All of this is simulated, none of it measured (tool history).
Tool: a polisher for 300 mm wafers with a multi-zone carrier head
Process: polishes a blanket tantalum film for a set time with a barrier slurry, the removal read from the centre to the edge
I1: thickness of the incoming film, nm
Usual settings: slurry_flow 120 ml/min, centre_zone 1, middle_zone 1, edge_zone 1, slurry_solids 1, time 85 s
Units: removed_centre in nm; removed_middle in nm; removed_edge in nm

{"run": 1, "day": 0.0, "slurry_flow": 120, "centre_zone": 1, "middle_zone": 1, "edge_zone": 1, "slurry_solids": 1, "time": 85, "I1": 435.4, "removed_centre": 79.5, "removed_middle": 85.7, "removed_edge": 88.9}
{"run": 2, "day": 1.817, "slurry_flow": 120, "centre_zone": 1, "middle_zone": 1, "edge_zone": 1, "slurry_solids": 1, "time": 85, "I1": 435.6, "removed_centre": 79.3, "removed_middle": 86.8, "removed_edge": 88.9}
{"run": 3, "day": 3.446, "slurry_flow": 120, "centre_zone": 1.1, "middle_zone": 0.89, "edge_zone": 0.93, "slurry_solids": 1, "time": 76, "I1": 435.7, "removed_centre": 78.1, "removed_middle": 71.2, "removed_edge": 76}
{"run": 4, "day": 5.346, "slurry_flow": 120, "centre_zone": 1.06, "middle_zone": 1, "edge_zone": 1, "slurry_solids": 1, "time": 105, "I1": 429.9, "removed_centre": 100.5, "removed_middle": 105.3, "removed_edge": 109.6}
{"run": 5, "day": 7.675, "slurry_flow": 110, "centre_zone": 0.92, "middle_zone": 1, "edge_zone": 1, "slurry_solids": 1.2, "time": 85, "I1": 435.9, "removed_centre": 77.7, "removed_middle": 91.2, "removed_edge": 92.2}
{"run": 6, "day": 9.312, "slurry_flow": 120, "centre_zone": 1, "middle_zone": 1, "edge_zone": 1, "slurry_solids": 1, "time": 85, "I1": 433.1, "removed_centre": 79.3, "removed_middle": 87.9, "removed_edge": 89.7}
{"run": 7, "day": 10.954, "slurry_flow": 120, "centre_zone": 1, "middle_zone": 0.93, "edge_zone": 1, "slurry_solids": 1, "time": 57, "I1": 445.7, "removed_centre": 51.6, "removed_middle": 55.1, "removed_edge": 60}
{"day": 11.246, "done": "worn pad replaced by a new one"}
{"day": 12.671, "done": "edge zone pressure recalibrated"}
{"run": 8, "day": 12.9, "slurry_flow": 120, "centre_zone": 1.1, "middle_zone": 1.11, "edge_zone": 1, "slurry_solids": 1, "time": 85, "I1": 442.8, "removed_centre": 84.4, "removed_middle": 95.2, "removed_edge": 87.8}
{"day": 13.662, "done": "carrier head's membrane replaced by a new one"}
{"day": 15.454, "done": "slurry nozzle cleaned"}
{"run": 9, "day": 15.604, "slurry_flow": 120, "centre_zone": 1, "middle_zone": 1, "edge_zone": 1, "slurry_solids": 0.75, "time": 85, "I1": 446, "removed_centre": 70.1, "removed_middle": 75.5, "removed_edge": 78.7}
{"run": 10, "day": 18.5, "slurry_flow": 120, "centre_zone": 1, "middle_zone": 1, "edge_zone": 1, "slurry_solids": 1, "time": 85, "I1": 437.8, "removed_centre": 78.7, "removed_middle": 86.2, "removed_edge": 89.1}
{"run": 11, "day": 21.167, "slurry_flow": 95, "centre_zone": 1, "middle_zone": 0.95, "edge_zone": 1, "slurry_solids": 1, "time": 85, "I1": 442.6, "removed_centre": 73, "removed_middle": 79.5, "removed_edge": 85.4}
{"run": 12, "day": 22.883, "slurry_flow": 120, "centre_zone": 1, "middle_zone": 1, "edge_zone": 1, "slurry_solids": 0.7, "time": 85, "I1": 439.2, "removed_centre": 66.3, "removed_middle": 74.5, "removed_edge": 76.4}
{"run": 13, "day": 24.525, "slurry_flow": 120, "centre_zone": 1, "middle_zone": 1, "edge_zone": 1, "slurry_solids": 1, "time": 97, "I1": 436, "removed_centre": 89.9, "removed_middle": 99.3, "removed_edge": 100.6}
{"run": 14, "day": 26.492, "slurry_flow": 120, "centre_zone": 1, "middle_zone": 1, "edge_zone": 1, "slurry_solids": 1, "time": 85, "I1": 435.2, "removed_centre": 77, "removed_middle": 87.2, "removed_edge": 90.6}
{"run": 15, "day": 28.475, "slurry_flow": 120, "centre_zone": 1, "middle_zone": 1, "edge_zone": 1, "slurry_solids": 1, "time": 85, "I1": 435.9, "removed_centre": 77.8, "removed_middle": 87.8, "removed_edge": 89.3}
{"run": 16, "day": 31.292, "slurry_flow": 120, "centre_zone": 1, "middle_zone": 1, "edge_zone": 1, "slurry_solids": 1.15, "time": 85, "I1": 437.1, "removed_centre": 80.4, "removed_middle": 90.7, "removed_edge": 93.6}
{"day": 32.696, "done": "slurry nozzle cleaned"}
{"day": 33.362, "done": "worn pad replaced by a new one"}
{"run": 17, "day": 33.883, "slurry_flow": 120, "centre_zone": 1, "middle_zone": 1, "edge_zone": 1, "slurry_solids": 1, "time": 85, "I1": 436.3, "removed_centre": 76.5, "removed_middle": 87.3, "removed_edge": 88.7}
{"run": 18, "day": 35.688, "slurry_flow": 120, "centre_zone": 1, "middle_zone": 1, "edge_zone": 1, "slurry_solids": 1, "time": 85, "I1": 441.5, "removed_centre": 78.8, "removed_middle": 86.1, "removed_edge": 88.9}
{"run": 19, "day": 41.304, "slurry_flow": 120, "centre_zone": 1.08, "middle_zone": 1, "edge_zone": 1, "slurry_solids": 1, "time": 58, "I1": 442.7, "removed_centre": 55.2, "removed_middle": 58.9, "removed_edge": 61.1}
{"run": 20, "day": 43.792, "slurry_flow": 120, "centre_zone": 0.88, "middle_zone": 1, "edge_zone": 1, "slurry_solids": 1, "time": 85, "I1": 437.1, "removed_centre": 69.4, "removed_middle": 86.2, "removed_edge": 88.7}
{"run": 21, "day": 45.746, "slurry_flow": 130, "centre_zone": 1.09, "middle_zone": 1.07, "edge_zone": 0.92, "slurry_solids": 1, "time": 85, "I1": 445.2, "removed_centre": 84.5, "removed_middle": 93.9, "removed_edge": 86.9}

Hidden state or all else? Some run-to-run changes of removed_centre, split into what the settings, what came in and random variation would give without the hidden state, and what is left for the hidden state (with any gauge scatter that isn't in both results):
The hidden state here: removal rate lost through wear of the pad, %; slurry flow missing at the pad, %; deviation of the centre zone's pressure from its setpoint, %; deviation of the edge zone's pressure from its setpoint, %.
Run 6 -> 7: middle_zone 1 -> 0.93, time 85 -> 57. removed_centre -27.7 nm: hidden state +2.5, all else -30.2.
Run 7 -> 8: centre_zone 1 -> 1.1, middle_zone 0.93 -> 1.11, time 57 -> 85, worn pad replaced by a new one, edge zone pressure recalibrated. removed_centre +32.8 nm: hidden state -3.3, all else +36.1.
Run 12 -> 13: slurry_solids 0.7 -> 1, time 85 -> 97. removed_centre +23.6 nm: hidden state -2.6, all else +26.2.

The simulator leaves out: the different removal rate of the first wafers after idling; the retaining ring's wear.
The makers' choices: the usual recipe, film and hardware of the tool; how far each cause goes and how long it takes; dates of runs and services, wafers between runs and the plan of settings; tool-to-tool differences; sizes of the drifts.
